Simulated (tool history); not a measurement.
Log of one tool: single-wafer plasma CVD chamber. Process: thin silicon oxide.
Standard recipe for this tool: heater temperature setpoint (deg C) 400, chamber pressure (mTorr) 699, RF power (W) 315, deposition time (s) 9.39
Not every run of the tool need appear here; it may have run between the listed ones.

run	hour	heater temperature setpoint (deg C)	chamber pressure (mTorr)	RF power (W)	deposition time (s)	read-back reference wafer on the same gauge, thickness_nm	mean film thickness on the monitor wafer (nm)
1	0	400	699	315	9.39	17.729	14.158
2	14.8	400	699	315	9.39	17.724	14.23
3	49.8	400	699	315	9.39	17.709	14.115
4	64.7	410	699	315	9.78	17.673	14.675
5	87	400	699	315	9.39	17.7	14.093
6	100.9	408	699	315	7.99	17.732	11.955
7	133	408	699	315	7.99	17.74	11.863
8	147.3	408	699	315	7.99	17.708	11.926
# hour 174.1: thermocouple changed; heater temperature recalibrated
9	174.6	400	699	315	9.39	17.663	14.153
10	199.8	400	833	315	9.39	17.739	16.677
# hour 235.7: RF generator calibrated
11	239.4	400	833	315	9.39	17.724	16.711
# hour 270.7: capacitance manometer re-zeroed and calibrated
12	271.2	400	777	375	9.39	17.667	18.346
13	292.1	400	699	315	9.39	17.701	15.566
14	308.8	396	699	255	9.39	17.684	14.29
# hour 324.3: showerhead replaced, of another model than before
15	331.7	400	699	315	9.39	17.7	15.52
16	350.7	411	699	340	9.39	17.718	15.474
17	363.1	392	838	350	7.96	17.686	15.336
18	395.1	400	622	285	9.39	17.725	13.844
# hour 424.6: gauge calibrated
19	446.6	400	783	280	10.83	17.712	18.724
20	475.9	400	745	275	9.39	17.691	15.606
21	500.5	400	699	315	9.39	17.663	15.309
22	527.2	400	699	315	9.39	17.73	15.391
23	559.8	395	699	315	9.39	17.71	15.305
24	582.8	392	589	315	9.39	17.714	13.558
25	595.4	400	622	285	9.39	17.692	13.674
26	619.6	400	699	315	9.39	17.705	15.31
27	642.3	400	699	315	9.39	17.661	15.239
28	666.9	408	786	295	10.74	17.68	18.654

Subtracting, for every run, the result it would have given without the tool's unlogged condition from the measured result gives the following. The same run-to-run variation enters both numbers; the gauge's scatter may not:
Hidden state present: wafer temperature above the value expected at the setpoint (K); delivered RF power above the setpoint (%); true pressure above the setpoint (%); gauge reads high (%).
run	mean film thickness on the monitor wafer (nm)
1	-1.426
2	-1.435
3	-1.428
4	-1.485
5	-1.429
6	-1.213
7	-1.206
8	-1.214
9	-1.443
10	-1.505
11	-1.511
12	+0.054
13	+0.021
14	+0
15	-0.021
16	-0.037
17	-0.044
18	-0.07
19	-0.13
20	-0.142
21	-0.157
22	-0.178
23	-0.201
24	-0.201
25	-0.21
26	-0.242
27	-0.256
28	-0.316
